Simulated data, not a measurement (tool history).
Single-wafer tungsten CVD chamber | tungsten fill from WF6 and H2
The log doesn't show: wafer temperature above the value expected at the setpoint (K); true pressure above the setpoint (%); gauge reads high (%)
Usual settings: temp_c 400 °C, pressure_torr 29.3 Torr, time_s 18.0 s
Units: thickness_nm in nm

run,hour,temp_c,pressure_torr,time_s,wafers since the last listed run,hours since the last thermocouple change,hours since the last manometer calibration,hours since the showerhead was replaced,hours since the gauge calibration,"read-back reference wafer on the same gauge, thickness_nm",thickness_nm
1,0.0,400,29.3,18.0,0,2650.7,1531.9,5701.9,154.6,65.440,51.521
2,71.7,400,29.3,18.0,1068,2722.4,1603.6,5773.6,226.3,65.394,50.433
3,116.8,400,29.3,18.0,672,2767.5,1648.7,5818.7,271.4,65.373,50.858
4,173.6,400,29.3,18.0,846,2824.3,1705.5,5875.5,328.2,65.382,50.571
5,238.7,400,29.3,18.0,970,2889.4,1770.6,5940.6,393.3,65.396,50.393
# hour 275.9: capacitance manometer re-zeroed and calibrated
6,302.2,400,33.6,18.0,827,2952.9,26.3,6004.1,456.8,65.372,53.016
7,362.0,400,29.3,18.9,891,3012.7,86.1,6063.9,516.6,65.463,51.893
# hour 366.7: gauge calibrated
8,409.3,400,29.3,18.0,704,3060.0,133.4,6111.2,42.6,65.378,49.782
# hour 433.2: thermocouple changed; heater temperature recalibrated
9,478.3,393,22.9,18.0,909,45.1,202.4,6180.2,111.6,65.391,44.889
# hour 502.4: showerhead replaced
10,527.1,412,29.3,17.0,608,93.9,251.2,24.7,160.4,65.371,63.847
11,578.6,405,24.6,19.4,767,145.4,302.7,76.2,211.9,65.375,59.974
12,649.0,390,33.9,21.5,1049,215.8,373.1,146.6,282.3,65.423,60.000
13,718.7,400,29.3,18.0,1038,285.5,442.8,216.3,352.0,65.349,55.808
14,743.6,400,22.9,18.0,371,310.4,467.7,241.2,376.9,65.453,49.411

Measured less the same run without the tool's hidden state. The same run-to-run variation is in both; the gauge's scatter may not be:
run,thickness_nm
1,-5.289
2,-5.434
3,-5.646
4,-5.827
5,-6.057
6,-6.635
7,-6.745
8,-6.664
9,-0.397
10,-0.493
11,-0.508
12,-0.567
13,-0.537
14,-0.484
